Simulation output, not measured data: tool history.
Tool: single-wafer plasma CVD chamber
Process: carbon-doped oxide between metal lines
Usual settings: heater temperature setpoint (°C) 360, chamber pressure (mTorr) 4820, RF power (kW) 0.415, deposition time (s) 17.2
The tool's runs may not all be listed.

run	hour	heater temperature setpoint (°C)	chamber pressure (mTorr)	RF power (kW)	deposition time (s)	read-back reference wafer on the same gauge, thickness_nm	mean film thickness on the monitor wafer (nm)
1	0	360	4820	0.415	18.8	80.35	77.108
2	52.7	360	4820	0.415	18.8	80.362	77.319
3	79.9	360	4820	0.415	18.8	80.277	76.835
4	137.8	360	4820	0.415	17.2	80.276	70.485
# hour 143.7: gauge calibrated
5	291.1	360	4820	0.415	17.2	82.057	72.224
6	318.8	360	4820	0.415	17.2	81.954	72.044
7	396.2	360	4820	0.415	17.2	81.55	71.342
8	441.1	363	4820	0.445	17.2	81.299	75.335
9	499.9	360	4820	0.385	17.2	81.093	66.768
10	563.1	360	4820	0.385	17.2	80.966	66.491
11	624.9	360	4820	0.415	17.2	80.795	70.531
# hour 643.7: showerhead replaced
12	676.7	360	4820	0.415	17.2	80.736	70.3
# hour 684.8: capacitance manometer re-zeroed and calibrated
# hour 703: thermocouple changed; heater temperature recalibrated
13	708.5	368	4820	0.415	17.2	80.803	69.701
14	733.4	360	4820	0.38	17.2	80.751	65.453
15	874.9	360	4820	0.415	17.2	80.484	70.674
16	919.1	360	4820	0.415	17.2	80.448	70.78
17	944.3	369	3710	0.415	15.2	80.556	58.654
18	983.7	360	3960	0.415	17.2	80.483	68.015
# hour 1017: gauge calibrated
# hour 1025.5: RF generator calibrated
19	1049.4	360	4820	0.415	17.2	83.712	73.441
20	1082.7	360	5450	0.35	17.2	83.351	64.123
21	1109.7	347	4260	0.36	15	83.116	56.306
22	1149	360	4820	0.415	17.2	82.86	72.682
23	1191.8	360	4820	0.415	20.5	82.548	86.086
24	1247.8	360	5790	0.45	16	82.431	73.878
25	1295.5	360	5880	0.36	17.2	82.185	65.44

3 ways to go on from here, each from the tool as it stands after run 25. What would each give?
A	1295.9	360	4820	0.49	17.2	?	?
B	1295.9	356	4820	0.415	18.9	?	?
C	1295.9	360	4430	0.415	20.5	?	?

run	read-back reference wafer on the same gauge, thickness_nm	mean film thickness on the monitor wafer (nm)
A	82.04	82.11
B	82.04	79.921
C	82.04	84.414
Without the tool's hidden state the same runs would have given:
run	mean film thickness on the monitor wafer (nm)
A	83.598
B	81.37
C	85.944

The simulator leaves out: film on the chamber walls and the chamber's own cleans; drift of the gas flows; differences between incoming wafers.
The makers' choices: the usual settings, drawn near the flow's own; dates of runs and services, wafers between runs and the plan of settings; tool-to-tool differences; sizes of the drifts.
